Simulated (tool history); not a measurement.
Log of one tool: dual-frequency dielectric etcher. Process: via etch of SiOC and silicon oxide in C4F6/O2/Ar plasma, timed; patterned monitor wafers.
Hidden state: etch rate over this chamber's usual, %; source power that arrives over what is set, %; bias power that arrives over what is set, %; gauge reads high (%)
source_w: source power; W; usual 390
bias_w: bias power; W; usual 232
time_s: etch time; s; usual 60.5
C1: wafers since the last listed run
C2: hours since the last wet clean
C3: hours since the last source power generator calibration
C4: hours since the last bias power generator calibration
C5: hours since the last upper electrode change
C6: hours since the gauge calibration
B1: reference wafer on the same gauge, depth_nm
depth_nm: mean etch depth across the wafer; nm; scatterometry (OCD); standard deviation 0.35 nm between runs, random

Run 1, day 0: usual settings but time_s 54.5 s; C1 0; C2 391.5; C3 1668.9; C4 3475.1; C5 3241; C6 59.7; B1 79.7. Result: depth_nm 66.6 nm.
Run 2, day 0.321: usual settings but bias_w 263 W, time_s 67.5 s; C1 111; C2 399.2; C3 1676.6; C4 3482.8; C5 3248.7; C6 67.4; B1 79.7. Result: depth_nm 87 nm.
Run 3, day 0.675: usual settings but bias_w 263 W, time_s 67.5 s; C1 122; C2 407.7; C3 1685.1; C4 3491.3; C5 3257.2; C6 75.9; B1 79.8. Result: depth_nm 87.2 nm.
Run 4, day 1.167: usual settings but bias_w 192 W; C1 170; C2 419.5; C3 1696.9; C4 3503.1; C5 3269; C6 87.7; B1 79.7. Result: depth_nm 68.7 nm.
Run 5, day 1.788: usual settings; C1 214; C2 434.4; C3 1711.8; C4 3518; C5 3283.9; C6 102.6; B1 79.8. Result: depth_nm 74.4 nm.
Run 6, day 2.25: usual settings; C1 160; C2 445.5; C3 1722.9; C4 3529.1; C5 3295; C6 113.7; B1 79.8. Result: depth_nm 74.2 nm.
Run 7, day 2.858: usual settings but bias_w 278 W; C1 210; C2 460.1; C3 1737.5; C4 3543.7; C5 3309.6; C6 128.3; B1 79.8. Result: depth_nm 79.8 nm.
Run 8, day 3.512: usual settings but bias_w 278 W; C1 226; C2 475.8; C3 1753.2; C4 3559.4; C5 3325.3; C6 144; B1 79.8. Result: depth_nm 80.4 nm.
At day 4.679: upper electrode replaced.
Run 9, day 4.7: usual settings but bias_w 278 W; C1 64; C2 504.3; C3 1781.7; C4 3587.9; C5 0.5; C6 172.5; B1 79.9. Result: depth_nm 80.1 nm.
Run 10, day 4.712: usual settings; C1 4; C2 504.6; C3 1782; C4 3588.2; C5 0.8; C6 172.8; B1 79.7. Result: depth_nm 74.6 nm.
Run 11, day 4.867: usual settings; C1 53; C2 508.3; C3 1785.7; C4 3591.9; C5 4.5; C6 176.5; B1 79.8. Result: depth_nm 74.8 nm.
Run 12, day 5.217: usual settings; C1 121; C2 516.7; C3 1794.1; C4 3600.3; C5 12.9; C6 184.9; B1 79.8. Result: depth_nm 75.1 nm.
Run 13, day 5.908: usual settings but source_w 430 W, bias_w 289 W, time_s 46.5 s; C1 239; C2 533.3; C3 1810.7; C4 3616.9; C5 29.5; C6 201.5; B1 79.8. Result: depth_nm 64.9 nm.
At day 7.067: source power generator calibrated.
At day 7.425: wet clean of the chamber.
Run 14, day 7.446: usual settings but bias_w 179 W, time_s 49.5 s; C1 350; C2 0.5; C3 9.1; C4 3653.8; C5 66.4; C6 238.4; B1 79.8. Result: depth_nm 56.4 nm.
At day 7.492: gauge calibrated.
Run 15, day 7.946: usual settings but source_w 300 W, time_s 78 s; C1 173; C2 12.5; C3 21.1; C4 3665.8; C5 78.4; C6 10.9; B1 79.7. Result: depth_nm 91.9 nm.
Run 16, day 8.608: usual settings; C1 229; C2 28.4; C3 37; C4 3681.7; C5 94.3; C6 26.8; B1 79.8. Result: depth_nm 76.3 nm.

Run 17 comes next. What will it give?
Run 17, day 8.938: usual settings but source_w 310 W, bias_w 178 W, time_s 46.5 s; C1 113; C2 36.3; C3 44.9; C4 3689.6; C5 102.2; C6 34.7; B1 ?. Result: depth_nm ?.

{"run 17": {"B1": 79.9, "depth_nm": 49.7}}
On a tool with no hidden condition, and with the same random variation, this run would have come out at depth_nm 46.6 nm.
